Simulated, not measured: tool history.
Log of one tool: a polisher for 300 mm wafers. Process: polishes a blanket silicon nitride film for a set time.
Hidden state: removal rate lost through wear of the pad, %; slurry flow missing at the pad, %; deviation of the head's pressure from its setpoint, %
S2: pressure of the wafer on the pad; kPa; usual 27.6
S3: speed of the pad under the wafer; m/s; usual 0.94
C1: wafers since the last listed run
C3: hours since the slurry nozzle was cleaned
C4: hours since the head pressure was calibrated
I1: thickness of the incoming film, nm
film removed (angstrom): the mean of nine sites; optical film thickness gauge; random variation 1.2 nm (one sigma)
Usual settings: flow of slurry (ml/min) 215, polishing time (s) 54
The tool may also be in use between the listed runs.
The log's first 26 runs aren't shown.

Run 27, hour 565.1: usual settings but flow of slurry (ml/min) 165, S2 22.8 kPa, S3 0.80 m/s, polishing time (s) 68; C1 133; wafers polished on this pad 1004; C3 195.7; C4 180.0; I1 926.1. Result: film removed (angstrom) 946.
Run 28, hour 592.2: usual settings; C1 239; wafers polished on this pad 1244; C3 222.8; C4 207.1; I1 921.0. Result: film removed (angstrom) 979.
Run 29, hour 614.0: usual settings; C1 192; wafers polished on this pad 1436; C3 244.6; C4 228.9; I1 905.4. Result: film removed (angstrom) 932.
At hour 623.3: worn pad replaced by a new one.
Run 30, hour 641.7: usual settings; C1 209; wafers polished on this pad 162; C3 272.3; C4 256.6; I1 911.0. Result: film removed (angstrom) 944.
Run 31, hour 666.8: usual settings but flow of slurry (ml/min) 165; C1 221; wafers polished on this pad 384; C3 297.4; C4 281.7; I1 922.4. Result: film removed (angstrom) 948.
Run 32, hour 698.4: usual settings but S2 35.9 kPa, polishing time (s) 37; C1 278; wafers polished on this pad 663; C3 329.0; C4 313.3; I1 926.0. Result: film removed (angstrom) 790.
Run 33, hour 724.1: usual settings; C1 226; wafers polished on this pad 890; C3 354.7; C4 339.0; I1 930.5. Result: film removed (angstrom) 964.
At hour 774.2: worn pad replaced by a new one.
Run 34, hour 803.0: usual settings but S2 20.0 kPa, S3 1.22 m/s; C1 661; wafers polished on this pad 254; C3 433.6; C4 417.9; I1 936.8. Result: film removed (angstrom) 962.

Forecast each of these 3 alternatives for the next run:
Run A, hour 803.4: usual settings; C1 3; wafers polished on this pad 257; C3 434.0; C4 418.3; I1 920.5. Result: film removed (angstrom) ?.
Run B, hour 803.4: usual settings but S3 0.84 m/s, polishing time (s) 39; C1 3; wafers polished on this pad 257; C3 434.0; C4 418.3; I1 920.5. Result: film removed (angstrom) ?.
Run C, hour 803.4: usual settings but flow of slurry (ml/min) 245, S3 0.64 m/s; C1 3; wafers polished on this pad 257; C3 434.0; C4 418.3; I1 920.5. Result: film removed (angstrom) ?.

run  film removed (angstrom)
  A                      966
  B                      638
  C                      717
Without the tool's hidden state the same runs would have given:
run  film removed (angstrom)
  A                      966
  B                      638
  C                      717
